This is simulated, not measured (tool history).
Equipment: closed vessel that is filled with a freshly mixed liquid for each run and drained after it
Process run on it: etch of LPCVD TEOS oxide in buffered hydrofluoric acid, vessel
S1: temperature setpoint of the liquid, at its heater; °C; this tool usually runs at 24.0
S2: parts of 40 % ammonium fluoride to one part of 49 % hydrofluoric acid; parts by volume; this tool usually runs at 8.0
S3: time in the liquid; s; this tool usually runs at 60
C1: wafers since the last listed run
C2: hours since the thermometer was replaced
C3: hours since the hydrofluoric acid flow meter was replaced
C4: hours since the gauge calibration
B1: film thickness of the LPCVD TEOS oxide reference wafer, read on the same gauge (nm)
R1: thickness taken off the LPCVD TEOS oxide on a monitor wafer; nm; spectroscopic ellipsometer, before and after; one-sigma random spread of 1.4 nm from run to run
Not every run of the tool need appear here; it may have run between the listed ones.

Run 1, hour 0.0: usual settings but S2 9.5 parts by volume; C1 0; C2 575.4; C3 1934.0; C4 287.8; B1 99.99. Result: R1 115.83 nm.
Run 2, hour 70.9: usual settings but S2 9.5 parts by volume; C1 6139; C2 646.3; C3 2004.9; C4 358.7; B1 99.98. Result: R1 112.24 nm.
Run 3, hour 126.9: usual settings but S2 9.5 parts by volume; C1 4849; C2 702.3; C3 2060.9; C4 414.7; B1 99.98. Result: R1 113.97 nm.
Run 4, hour 193.0: usual settings; C1 5723; C2 768.4; C3 2127.0; C4 480.8; B1 99.97. Result: R1 131.57 nm.
Run 5, hour 239.5: usual settings; C1 4026; C2 814.9; C3 2173.5; C4 527.3; B1 100.01. Result: R1 130.52 nm.
At hour 254.0: gauge calibrated.
Run 6, hour 266.6: usual settings; C1 2346; C2 842.0; C3 2200.6; C4 12.6; B1 100.04. Result: R1 128.99 nm.
Run 7, hour 319.1: usual settings; C1 4546; C2 894.5; C3 2253.1; C4 65.1; B1 99.98. Result: R1 126.78 nm.
At hour 334.3: thermometer replaced.
Run 8, hour 343.7: usual settings; C1 2043; C2 9.4; C3 2277.7; C4 89.7; B1 100.00. Result: R1 123.11 nm.
Run 9, hour 411.1: usual settings; C1 5836; C2 76.8; C3 2345.1; C4 157.1; B1 99.97. Result: R1 121.32 nm.
Run 10, hour 469.9: usual settings but S3 45 s; C1 5091; C2 135.6; C3 2403.9; C4 215.9; B1 99.95. Result: R1 91.07 nm.
At hour 472.7: thermometer replaced, repeated, since the last time left the tool worse.
Run 11, hour 508.9: usual settings but S1 22.5 °C, S2 5.5 parts by volume; C1 3290; C2 36.2; C3 2442.9; C4 254.9; B1 100.01. Result: R1 190.11 nm.
Run 12, hour 567.1: usual settings but S1 29.0 °C, S2 10.0 parts by volume; C1 5039; C2 94.4; C3 2501.1; C4 313.1; B1 99.98. Result: R1 149.38 nm.
At hour 569.1: hydrofluoric acid flow meter replaced.
Run 13, hour 607.1: usual settings but S1 21.0 °C, S2 9.5 parts by volume; C1 3377; C2 134.4; C3 38.0; C4 353.1; B1 100.02. Result: R1 101.27 nm.
Run 14, hour 635.9: usual settings but S1 29.0 °C, S2 6.5 parts by volume; C1 2493; C2 163.2; C3 66.8; C4 381.9; B1 100.03. Result: R1 225.00 nm.
Run 15, hour 673.3: usual settings but S2 5.5 parts by volume; C1 3238; C2 200.6; C3 104.2; C4 419.3; B1 100.02. Result: R1 201.31 nm.
Run 16, hour 713.4: usual settings; C1 3472; C2 240.7; C3 144.3; C4 459.4; B1 100.02. Result: R1 140.55 nm.

Below are 5 alternative next runs, each starting from the tool's condition after run 16. Predict each:
Run A, hour 714.1: usual settings; C1 60; C2 241.4; C3 145.0; C4 460.1; B1 ?. Result: R1 ?.
Run B, hour 714.1: usual settings but S2 11.0 parts by volume; C1 60; C2 241.4; C3 145.0; C4 460.1; B1 ?. Result: R1 ?.
Run C, hour 714.1: usual settings but S2 10.0 parts by volume; C1 60; C2 241.4; C3 145.0; C4 460.1; B1 ?. Result: R1 ?.
Run D, hour 714.1: usual settings but S3 90 s; C1 60; C2 241.4; C3 145.0; C4 460.1; B1 ?. Result: R1 ?.
Run E, hour 714.1: usual settings but S2 10.5 parts by volume; C1 60; C2 241.4; C3 145.0; C4 460.1; B1 ?. Result: R1 ?.

run     B1      R1
  A  99.99  140.42
  B  99.99  105.40
  C  99.99  115.65
  D  99.99  210.62
  E  99.99  110.29
Stripped of hidden state, with their random variation kept, the same runs would have yielded:
run      R1
  A  144.30
  B  108.32
  C  118.85
  D  216.45
  E  113.34
